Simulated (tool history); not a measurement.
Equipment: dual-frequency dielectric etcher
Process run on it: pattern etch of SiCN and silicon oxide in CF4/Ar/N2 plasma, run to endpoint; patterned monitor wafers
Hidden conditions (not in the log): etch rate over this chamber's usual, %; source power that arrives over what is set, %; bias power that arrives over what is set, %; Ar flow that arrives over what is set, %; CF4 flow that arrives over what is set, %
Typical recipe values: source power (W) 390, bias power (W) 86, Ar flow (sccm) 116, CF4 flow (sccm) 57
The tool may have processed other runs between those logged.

run	hour	source power (W)	bias power (W)	Ar flow (sccm)	CF4 flow (sccm)	wafers since the last listed run	hours since the last wet clean	hours since the last source power generator calibration	hours since the last bias power generator calibration	hours since the last Ar flow controller change	hours since the last CF4 flow controller change	hours since the last upper electrode change	incoming incoming film thickness, nm	endpoint time (s)
1	0.0	390	77	116	57	0	384.3	848.4	1243.2	1328.1	2483.4	4254.5	10.39	13.1
2	61.8	390	77	116	57	986	446.1	910.2	1305.0	1389.9	2545.2	4316.3	10.44	13.1
# hour 116.2: wet clean of the chamber
3	121.4	390	79	116	57	568	5.2	969.8	1364.6	1449.5	2604.8	4375.9	10.38	12.4
4	186.7	390	79	116	57	1042	70.5	1035.1	1429.9	1514.8	2670.1	4441.2	10.39	12.6
5	236.7	390	86	116	57	798	120.5	1085.1	1479.9	1564.8	2720.1	4491.2	10.39	12.0
6	278.1	390	86	116	57	660	161.9	1126.5	1521.3	1606.2	2761.5	4532.6	10.40	12.0
7	317.1	390	86	116	57	622	200.9	1165.5	1560.3	1645.2	2800.5	4571.6	10.50	12.2
# hour 369.2: Ar flow controller replaced
8	382.2	330	86	116	57	943	266.0	1230.6	1625.4	13.0	2865.6	4636.7	10.44	14.0
9	415.8	390	86	116	57	536	299.6	1264.2	1659.0	46.6	2899.2	4670.3	10.36	12.0
10	448.2	390	86	116	57	517	332.0	1296.6	1691.4	79.0	2931.6	4702.7	10.36	12.0
# hour 463.4: source power generator calibrated
11	490.9	390	86	116	57	617	374.7	27.5	1734.1	121.7	2974.3	4745.4	10.34	12.3
# hour 540.5: upper electrode replaced
12	541.0	390	92	116	52	416	424.8	77.6	1784.2	171.8	3024.4	0.5	10.39	12.2
# hour 574.2: CF4 flow controller replaced
13	574.7	390	86	116	57	442	458.5	111.3	1817.9	205.5	0.5	34.2	10.37	12.5
# hour 625.4: wet clean of the chamber
# hour 628.6: bias power generator calibrated
14	635.6	390	86	116	57	538	10.2	172.2	7.0	266.4	61.4	95.1	10.39	12.1
15	696.9	390	86	116	57	978	71.5	233.5	68.3	327.7	122.7	156.4	10.37	12.1
16	789.5	330	98	128	57	1478	164.1	326.1	160.9	420.3	215.3	249.0	10.40	13.2
17	834.2	390	105	136	61	713	208.8	370.8	205.6	465.0	260.0	293.7	10.38	11.1
18	877.1	390	86	116	67	684	251.7	413.7	248.5	507.9	302.9	336.6	10.52	12.1
19	914.2	390	86	116	57	592	288.8	450.8	285.6	545.0	340.0	373.7	10.41	12.3
20	955.4	390	68	141	65	657	330.0	492.0	326.8	586.2	381.2	414.9	10.42	14.1
21	1008.2	390	86	116	63	842	382.8	544.8	379.6	639.0	434.0	467.7	10.52	12.4
22	1065.2	390	72	116	44	909	439.8	601.8	436.6	696.0	491.0	524.7	10.41	14.0

3 ways to go on from here, each from the tool as it stands after run 22. What would each give?
A	1065.6	390	65	116	57	6	440.2	602.2	437.0	696.4	491.4	525.1	10.24	?
B	1065.6	390	86	131	66	6	440.2	602.2	437.0	696.4	491.4	525.1	10.24	?
C	1065.6	460	93	116	57	6	440.2	602.2	437.0	696.4	491.4	525.1	10.24	?

run	endpoint time (s)
A	14.2
B	12.1
C	10.0
With the hidden condition removed and each run's random variation left untouched, the same runs would have given:
run	endpoint time (s)
A	14.1
B	11.9
C	9.9
